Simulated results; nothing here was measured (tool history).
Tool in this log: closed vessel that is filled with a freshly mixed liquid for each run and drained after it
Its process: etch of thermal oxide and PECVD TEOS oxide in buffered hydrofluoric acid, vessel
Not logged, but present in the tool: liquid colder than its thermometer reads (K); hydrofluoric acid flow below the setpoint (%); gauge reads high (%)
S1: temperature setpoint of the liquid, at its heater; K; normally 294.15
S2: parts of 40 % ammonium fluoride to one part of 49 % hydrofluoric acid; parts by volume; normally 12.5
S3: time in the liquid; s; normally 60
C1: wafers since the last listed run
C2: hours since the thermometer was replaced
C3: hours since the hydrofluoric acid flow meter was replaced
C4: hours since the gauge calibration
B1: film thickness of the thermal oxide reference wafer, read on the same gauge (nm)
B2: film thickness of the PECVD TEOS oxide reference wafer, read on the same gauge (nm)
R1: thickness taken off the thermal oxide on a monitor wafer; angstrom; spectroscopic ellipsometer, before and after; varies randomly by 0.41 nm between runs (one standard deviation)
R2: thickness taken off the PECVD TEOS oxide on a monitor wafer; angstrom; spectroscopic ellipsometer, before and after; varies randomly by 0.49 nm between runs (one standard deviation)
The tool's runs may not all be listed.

{"run": 1, "hour": 0.0, "S1": 294.15, "S2": 12.5, "S3": 60, "C1": 0, "C2": 595.9, "C3": 2160.7, "C4": 243.5, "B1": 100.0, "B2": 50.0, "R1": 400.4, "R2": 628.3}
{"run": 2, "hour": 31.9, "S1": 294.15, "S2": 12.5, "S3": 50, "C1": 3505, "C2": 627.8, "C3": 2192.6, "C4": 275.4, "B1": 100.02, "B2": 49.96, "R1": 339.8, "R2": 520.5}
{"run": 3, "hour": 66.0, "S1": 294.15, "S2": 12.5, "S3": 50, "C1": 3747, "C2": 661.9, "C3": 2226.7, "C4": 309.5, "B1": 100.01, "B2": 50.03, "R1": 335.1, "R2": 525.4}
{"run": 4, "hour": 80.6, "S1": 294.15, "S2": 12.5, "S3": 70, "C1": 1604, "C2": 676.5, "C3": 2241.3, "C4": 324.1, "B1": 100.0, "B2": 50.02, "R1": 473.3, "R2": 735.9}
{"run": 5, "hour": 110.7, "S1": 291.65, "S2": 12.5, "S3": 60, "C1": 3308, "C2": 706.6, "C3": 2271.4, "C4": 354.2, "B1": 100.0, "B2": 49.96, "R1": 353.0, "R2": 539.7}
{"run": 6, "hour": 131.4, "S1": 291.65, "S2": 12.5, "S3": 60, "C1": 2274, "C2": 727.3, "C3": 2292.1, "C4": 374.9, "B1": 99.99, "B2": 50.0, "R1": 353.8, "R2": 541.3}
{"run": 7, "hour": 157.2, "S1": 294.15, "S2": 12.5, "S3": 75, "C1": 2835, "C2": 753.1, "C3": 2317.9, "C4": 400.7, "B1": 99.97, "B2": 49.98, "R1": 504.1, "R2": 781.6}
{"run": 8, "hour": 193.0, "S1": 294.15, "S2": 12.5, "S3": 75, "C1": 3934, "C2": 788.9, "C3": 2353.7, "C4": 436.5, "B1": 100.02, "B2": 49.98, "R1": 504.3, "R2": 787.6}
{"run": 9, "hour": 213.0, "S1": 294.15, "S2": 12.5, "S3": 75, "C1": 2198, "C2": 808.9, "C3": 2373.7, "C4": 456.5, "B1": 99.99, "B2": 49.99, "R1": 507.3, "R2": 778.8}
{"run": 10, "hour": 242.9, "S1": 294.15, "S2": 16.5, "S3": 60, "C1": 3286, "C2": 838.8, "C3": 2403.6, "C4": 486.4, "B1": 100.01, "B2": 50.02, "R1": 304.4, "R2": 477.1}
{"run": 11, "hour": 278.7, "S1": 291.65, "S2": 12.5, "S3": 60, "C1": 3934, "C2": 874.6, "C3": 2439.4, "C4": 522.2, "B1": 99.99, "B2": 49.98, "R1": 353.1, "R2": 541.1}
{"hour": 287.3, "done": "thermometer replaced"}
{"hour": 289.4, "done": "hydrofluoric acid flow meter replaced"}
{"run": 12, "hour": 311.5, "S1": 294.15, "S2": 16.0, "S3": 60, "C1": 3384, "C2": 24.2, "C3": 22.1, "C4": 555.0, "B1": 100.0, "B2": 49.99, "R1": 358.2, "R2": 556.1}
{"run": 13, "hour": 332.2, "S1": 298.65, "S2": 12.5, "S3": 30, "C1": 2274, "C2": 44.9, "C3": 42.8, "C4": 575.7, "B1": 99.99, "B2": 50.02, "R1": 295.0, "R2": 452.2}
{"run": 14, "hour": 364.7, "S1": 294.15, "S2": 7.5, "S3": 60, "C1": 3571, "C2": 77.4, "C3": 75.3, "C4": 608.2, "B1": 99.99, "B2": 50.0, "R1": 742.2, "R2": 1149.8}
{"hour": 372.4, "done": "gauge calibrated"}
{"run": 15, "hour": 400.2, "S1": 294.15, "S2": 17.0, "S3": 60, "C1": 3901, "C2": 112.9, "C3": 110.8, "C4": 27.8, "B1": 99.96, "B2": 49.99, "R1": 339.5, "R2": 524.2}
{"run": 16, "hour": 424.8, "S1": 294.15, "S2": 15.0, "S3": 60, "C1": 2703, "C2": 137.5, "C3": 135.4, "C4": 52.4, "B1": 100.03, "B2": 50.05, "R1": 389.7, "R2": 593.3}
{"run": 17, "hour": 444.5, "S1": 294.15, "S2": 10.5, "S3": 60, "C1": 2165, "C2": 157.2, "C3": 155.1, "C4": 72.1, "B1": 99.98, "B2": 49.99, "R1": 533.2, "R2": 837.8}
{"run": 18, "hour": 459.8, "S1": 294.15, "S2": 16.5, "S3": 40, "C1": 1681, "C2": 172.5, "C3": 170.4, "C4": 87.4, "B1": 100.01, "B2": 50.01, "R1": 228.6, "R2": 356.1}
{"run": 19, "hour": 547.5, "S1": 294.15, "S2": 12.5, "S3": 60, "C1": 9638, "C2": 260.2, "C3": 258.1, "C4": 175.1, "B1": 100.0, "B2": 49.99, "R1": 456.1, "R2": 703.8}
{"run": 20, "hour": 574.9, "S1": 294.15, "S2": 12.5, "S3": 60, "C1": 3011, "C2": 287.6, "C3": 285.5, "C4": 202.5, "B1": 99.99, "B2": 49.99, "R1": 453.5, "R2": 694.9}
{"run": 21, "hour": 601.0, "S1": 294.15, "S2": 12.5, "S3": 60, "C1": 2868, "C2": 313.7, "C3": 311.6, "C4": 228.6, "B1": 100.02, "B2": 50.02, "R1": 451.5, "R2": 702.9}
{"run": 22, "hour": 629.9, "S1": 294.15, "S2": 12.5, "S3": 60, "C1": 3176, "C2": 342.6, "C3": 340.5, "C4": 257.5, "B1": 99.99, "B2": 50.02, "R1": 452.4, "R2": 696.8}
{"run": 23, "hour": 659.2, "S1": 290.15, "S2": 8.5, "S3": 35, "C1": 3220, "C2": 371.9, "C3": 369.8, "C4": 286.8, "B1": 99.98, "B2": 49.98, "R1": 290.3, "R2": 453.3}
{"run": 24, "hour": 690.2, "S1": 290.15, "S2": 14.0, "S3": 40, "C1": 3406, "C2": 402.9, "C3": 400.8, "C4": 317.8, "B1": 99.99, "B2": 50.02, "R1": 211.2, "R2": 330.2}
{"run": 25, "hour": 710.6, "S1": 297.15, "S2": 8.5, "S3": 60, "C1": 2241, "C2": 423.3, "C3": 421.2, "C4": 338.2, "B1": 99.99, "B2": 49.98, "R1": 745.3, "R2": 1161.9}
{"run": 26, "hour": 740.9, "S1": 298.65, "S2": 11.0, "S3": 85, "C1": 3330, "C2": 453.6, "C3": 451.5, "C4": 368.5, "B1": 99.99, "B2": 50.04, "R1": 938.8, "R2": 1436.7}

Had the tool no unlogged condition, and each run kept its random variation, what would the results have been?
run=1 R1=458.4 R2=719.4
run=2 R1=389.8 R2=597.1
run=3 R1=385.2 R2=604.0
run=4 R1=544.6 R2=846.8
run=5 R1=407.0 R2=622.2
run=6 R1=408.4 R2=624.8
run=7 R1=582.7 R2=903.6
run=8 R1=584.3 R2=912.4
run=9 R1=588.5 R2=903.3
run=10 R1=354.0 R2=554.9
run=11 R1=411.2 R2=630.2
run=12 R1=364.4 R2=565.6
run=13 R1=300.3 R2=460.4
run=14 R1=758.5 R2=1175.0
run=15 R1=346.9 R2=535.7
run=16 R1=398.7 R2=607.1
run=17 R1=546.0 R2=858.0
run=18 R1=234.3 R2=365.0
run=19 R1=469.8 R2=724.9
run=20 R1=467.8 R2=716.8
run=21 R1=466.4 R2=726.1
run=22 R1=468.1 R2=720.9
run=23 R1=302.0 R2=471.6
run=24 R1=219.3 R2=342.8
run=25 R1=777.8 R2=1212.6
run=26 R1=977.0 R2=1495.3

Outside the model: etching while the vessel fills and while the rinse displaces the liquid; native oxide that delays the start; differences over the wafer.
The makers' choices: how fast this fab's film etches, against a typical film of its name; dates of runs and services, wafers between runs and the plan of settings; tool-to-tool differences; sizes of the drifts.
